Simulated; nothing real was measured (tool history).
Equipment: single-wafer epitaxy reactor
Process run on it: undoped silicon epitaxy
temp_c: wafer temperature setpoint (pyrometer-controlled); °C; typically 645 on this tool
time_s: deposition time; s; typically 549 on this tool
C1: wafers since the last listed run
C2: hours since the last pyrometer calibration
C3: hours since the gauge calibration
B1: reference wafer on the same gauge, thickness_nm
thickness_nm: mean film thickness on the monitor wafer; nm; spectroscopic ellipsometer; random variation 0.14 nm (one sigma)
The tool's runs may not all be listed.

run 1 hour=0.0 | temp_c=645 time_s=549 | C1=0 C2=2863.7 C3=74.4 | B1=102.082 | thickness_nm=76.923
run 2 hour=15.3 | temp_c=645 time_s=549 | C1=58 C2=2879.0 C3=89.7 | B1=102.145 | thickness_nm=76.876
run 3 hour=31.4 | temp_c=645 time_s=549 | C1=61 C2=2895.1 C3=105.8 | B1=102.126 | thickness_nm=76.614
run 4 hour=44.2 | temp_c=648 time_s=549 | C1=48 C2=2907.9 C3=118.6 | B1=102.012 | thickness_nm=81.768
run 5 hour=51.4 | temp_c=648 time_s=549 | C1=27 C2=2915.1 C3=125.8 | B1=102.092 | thickness_nm=81.786
run 6 hour=67.4 | temp_c=645 time_s=464 | C1=60 C2=2931.1 C3=141.8 | B1=102.105 | thickness_nm=64.711
-- hour=92.7 pyrometer calibrated
run 7 hour=93.2 | temp_c=645 time_s=608 | C1=67 C2=0.5 C3=167.6 | B1=102.037 | thickness_nm=96.731
run 8 hour=101.1 | temp_c=636 time_s=652 | C1=29 C2=8.4 C3=175.5 | B1=102.127 | thickness_nm=85.396
run 9 hour=107.8 | temp_c=645 time_s=549 | C1=25 C2=15.1 C3=182.2 | B1=102.090 | thickness_nm=87.216
run 10 hour=116.0 | temp_c=631 time_s=587 | C1=31 C2=23.3 C3=190.4 | B1=102.098 | thickness_nm=68.831
run 11 hour=123.0 | temp_c=657 time_s=549 | C1=26 C2=30.3 C3=197.4 | B1=102.028 | thickness_nm=112.709
-- hour=124.5 gauge calibrated
run 12 hour=129.3 | temp_c=645 time_s=474 | C1=23 C2=36.6 C3=4.8 | B1=102.099 | thickness_nm=75.326
run 13 hour=147.7 | temp_c=650 time_s=471 | C1=69 C2=55.0 C3=23.2 | B1=102.127 | thickness_nm=83.256
run 14 hour=165.3 | temp_c=645 time_s=549 | C1=66 C2=72.6 C3=40.8 | B1=102.112 | thickness_nm=87.321

Below are 3 alternative next runs, each starting from the tool's condition after run 14. Predict each:
run A hour=165.9 | temp_c=645 time_s=549 | C1=2 C2=73.2 C3=41.4 | B1=? | thickness_nm=?
run B hour=165.9 | temp_c=641 time_s=478 | C1=2 C2=73.2 C3=41.4 | B1=? | thickness_nm=?
run C hour=165.9 | temp_c=632 time_s=657 | C1=2 C2=73.2 C3=41.4 | B1=? | thickness_nm=?

run=A B1=102.091 thickness_nm=87.338
run=B B1=102.091 thickness_nm=69.779
run=C B1=102.091 thickness_nm=78.831
The same runs, with their run-to-run variation unchanged, on a tool lacking any hidden condition would have given:
run=A thickness_nm=89.159
run=B thickness_nm=71.247
run=C thickness_nm=80.521
